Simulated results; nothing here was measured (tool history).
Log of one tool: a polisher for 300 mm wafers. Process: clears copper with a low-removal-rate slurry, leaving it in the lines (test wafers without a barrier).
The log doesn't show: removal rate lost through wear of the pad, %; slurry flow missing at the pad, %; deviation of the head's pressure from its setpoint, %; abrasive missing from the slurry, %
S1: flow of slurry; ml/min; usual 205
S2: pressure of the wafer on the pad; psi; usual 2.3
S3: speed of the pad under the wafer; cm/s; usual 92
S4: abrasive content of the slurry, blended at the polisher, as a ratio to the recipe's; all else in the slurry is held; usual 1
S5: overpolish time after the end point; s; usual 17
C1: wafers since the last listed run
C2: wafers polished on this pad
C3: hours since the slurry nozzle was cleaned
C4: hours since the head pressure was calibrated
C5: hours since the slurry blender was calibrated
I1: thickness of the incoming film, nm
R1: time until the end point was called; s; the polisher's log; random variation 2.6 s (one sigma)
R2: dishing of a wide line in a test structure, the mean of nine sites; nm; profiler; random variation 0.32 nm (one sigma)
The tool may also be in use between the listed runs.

run	hour	S1	S2	S3	S4	S5	C1	C2	C3	C4	C5	I1	R1	R2
1	0	205	2.3	92	0.8	17	0	3738	312	332.9	418.8	301.7	142.9	22.8
2	50.6	205	2.3	92	0.8	17	371	4109	362.6	383.5	469.4	298.4	145.1	22.6
3	120	205	2	92	1	17	509	4619	432	452.9	538.8	304.4	161.7	20.9
# hour 307.4: worn pad replaced by a new one
4	318	205	2.3	62	1	27	1424	77	630	650.9	736.8	301.3	203	25.7
# hour 349.7: slurry blender recalibrated
5	379.9	205	2.3	68	1	17	439	517	691.9	712.8	30.2	300.7	188.2	18.3
6	416.3	205	2.3	92	1	17	267	784	728.3	749.2	66.6	300.7	133.3	23.6
7	470.3	205	2.3	114	1.15	17	396	1181	782.3	803.2	120.6	304.7	108.9	28.6
8	524.9	170	2.3	92	1	24	400	1582	836.9	857.8	175.2	297.9	147.6	28.8
9	625.8	205	2.3	92	1	17	740	2323	937.8	958.7	276.1	303.7	153.3	22.4
# hour 655.7: slurry nozzle cleaned
10	690.9	205	2.5	104	1.15	23	470	2793	35.2	1023.8	341.2	297.4	105.1	35.5
# hour 717.8: head pressure recalibrated
11	767.7	205	2.3	92	0.85	17	549	3343	112	49.9	418	304.4	140.7	23.8
12	820.5	205	2.3	92	0.75	17	387	3730	164.8	102.7	470.8	297.8	147.1	23.1
13	886.5	140	2.3	92	1	26	484	4215	230.8	168.7	536.8	301.8	148.4	30.6
14	993.7	205	3	92	1	9	787	5002	338	275.9	644	299.6	110.9	17.3
15	1074.3	205	2.3	92	1	17	591	5594	418.6	356.5	724.6	294.4	138.6	22.6
16	1157.9	205	2.3	92	1	17	613	6207	502.2	440.1	808.2	296.9	152.7	22
17	1264.1	245	3	92	0.75	20	779	6987	608.4	546.3	914.4	297.7	122.7	29.6
# hour 1287.6: slurry blender recalibrated
18	1313.3	205	2.3	108	0.9	17	346	7334	657.6	595.5	25.7	299.2	140.9	23.3
# hour 1330.2: worn pad replaced by a new one
19	1417.3	205	2.6	92	1	22	734	639	761.6	699.5	129.7	303.4	126.7	31.7
# hour 1668.4: slurry nozzle cleaned
20	1693.6	205	2.3	92	1	17	2021	2660	25.2	975.8	406	300.6	137.6	24.3
# hour 1778.7: head pressure recalibrated
21	1790.7	205	2.3	92	1	17	698	3359	122.3	12	503.1	300.3	136.6	24.4
22	1843.6	205	2.3	92	1	17	388	3747	175.2	64.9	556	295	131.2	23.8
23	1906.2	170	2.3	60	1	10	459	4207	237.8	127.5	618.6	300	217.6	9.9
24	1996.6	205	2.8	92	0.8	17	663	4870	328.2	217.9	709	303	125.9	26.1
25	2101	205	2.3	108	0.9	17	766	5637	432.6	322.3	813.4	300.1	129.5	25.3
# hour 2153.1: worn pad replaced by a new one
26	2193.5	185	3	66	1	11	649	296	525.1	414.8	905.9	300.6	145	16.4
# hour 2217.8: slurry blender recalibrated
27	2284.1	205	2.3	92	1	17	650	947	615.7	505.4	66.3	299.9	139.4	23.7

Forecast each of these 5 alternatives for the next run:
A	2284.6	205	2.3	92	1	17	3	950	616.2	505.9	66.8	299.2	?	?
B	2284.6	225	2.3	92	1.3	17	3	950	616.2	505.9	66.8	299.2	?	?
C	2284.6	205	1.9	92	1.3	17	3	950	616.2	505.9	66.8	299.2	?	?
D	2284.6	230	2.3	92	1	17	3	950	616.2	505.9	66.8	299.2	?	?
E	2284.6	205	1.7	92	1.2	17	3	950	616.2	505.9	66.8	299.2	?	?

run	R1	R2
A	137.3	23.9
B	126.8	25.4
C	156	21.3
D	134.5	24.3
E	177.8	19.1
Without the tool's hidden state the same runs would have given:
run	R1	R2
A	130.6	24.8
B	121.1	26.3
C	148.4	22.2
D	128.6	25.1
E	169.1	19.8
